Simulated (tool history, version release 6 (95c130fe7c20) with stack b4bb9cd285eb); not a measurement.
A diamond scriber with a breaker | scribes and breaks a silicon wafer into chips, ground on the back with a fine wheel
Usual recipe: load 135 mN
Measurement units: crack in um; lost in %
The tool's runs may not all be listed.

run   hour  load  wafers since the last listed run  hours since the diamond tip was replaced  hours since the load on the tip was calibrated  incoming depth of the damage left on the back of the incoming wafer, um  crack   lost
  1    0.0   135                                 0                                     891.3                                           590.9                                                                     1.51   9.04   2.90
  2   13.7   106                                29                                     905.0                                           604.6                                                                     2.27   7.68   7.71
  3   21.8   106                                17                                     913.1                                           612.7                                                                     1.62   7.65   5.64
  4   31.8   106                                21                                     923.1                                           622.7                                                                     2.55   7.59   8.72
  5   39.0   135                                15                                     930.3                                           629.9                                                                     1.60   9.24   3.13
  6   54.0   145                                32                                     945.3                                           644.9                                                                     2.49   9.62   8.80
  7  104.0   145                               108                                     995.3                                           694.9                                                                     1.98   9.56   8.25
     106.3  -- diamond tip replaced by a new one
  8  120.5   135                                31                                      14.2                                           711.4                                                                     2.83   9.31   5.87
  9  141.7   135                                45                                      35.4                                           732.6                                                                     2.15   9.16   4.70
 10  157.2   135                                33                                      50.9                                           748.1                                                                     2.26   9.25   4.93
 11  174.9   135                                38                                      68.6                                           765.8                                                                     2.86   9.27   6.36
 12  184.7   108                                21                                      78.4                                           775.6                                                                     2.04   7.85   4.29
     192.2  -- load on the tip recalibrated
 13  194.9   146                                17                                      88.6                                             2.7                                                                     2.33   8.88   4.38
 14  208.2   117                                28                                     101.9                                            16.0                                                                     1.54   7.57   4.12
 15  222.5   135                                30                                     116.2                                            30.3                                                                     2.36   8.51   2.62
 16  230.2   149                                16                                     123.9                                            38.0                                                                     2.38   9.33   5.76
 17  244.6   135                                31                                     138.3                                            52.4                                                                     1.95   8.62   1.80
 18  250.9   105                                13                                     144.6                                            58.7                                                                     2.36   7.20  13.09
 19  268.4   123                                37                                     162.1                                            76.2                                                                     1.64   8.07   1.94
 20  281.2    98                                27                                     174.9                                            89.0                                                                     1.70   6.84  17.26
 21  294.5   135                                28                                     188.2                                           102.3                                                                     2.14   8.78   2.23
 22  310.5   115                                34                                     204.2                                           118.3                                                                     2.13   7.76   5.51
 23  318.4   107                                17                                     212.1                                           126.2                                                                     2.66   7.30  11.31

Below are 5 alternative next runs, each starting from the tool's condition after run 23. Predict each:
  A  319.1   101                                 1                                     212.8                                           126.9                                                                     1.86      ?     ?
  B  319.1   111                                 1                                     212.8                                           126.9                                                                     1.86      ?     ?
  C  319.1   124                                 1                                     212.8                                           126.9                                                                     1.86      ?     ?
  D  319.1   154                                 1                                     212.8                                           126.9                                                                     1.86      ?     ?
  E  319.1   173                                 1                                     212.8                                           126.9                                                                     1.86      ?     ?

run  crack   lost
  A   7.07  14.75
  B   7.60   6.78
  C   8.26   1.97
  D   9.69   7.74
  E  10.54  17.86
Stripped of hidden state, with their random variation kept, the same runs would have yielded:
run  crack   lost
  A   6.83  19.53
  B   7.34  10.17
  C   7.98   3.31
  D   9.36   4.90
  E  10.19  13.30
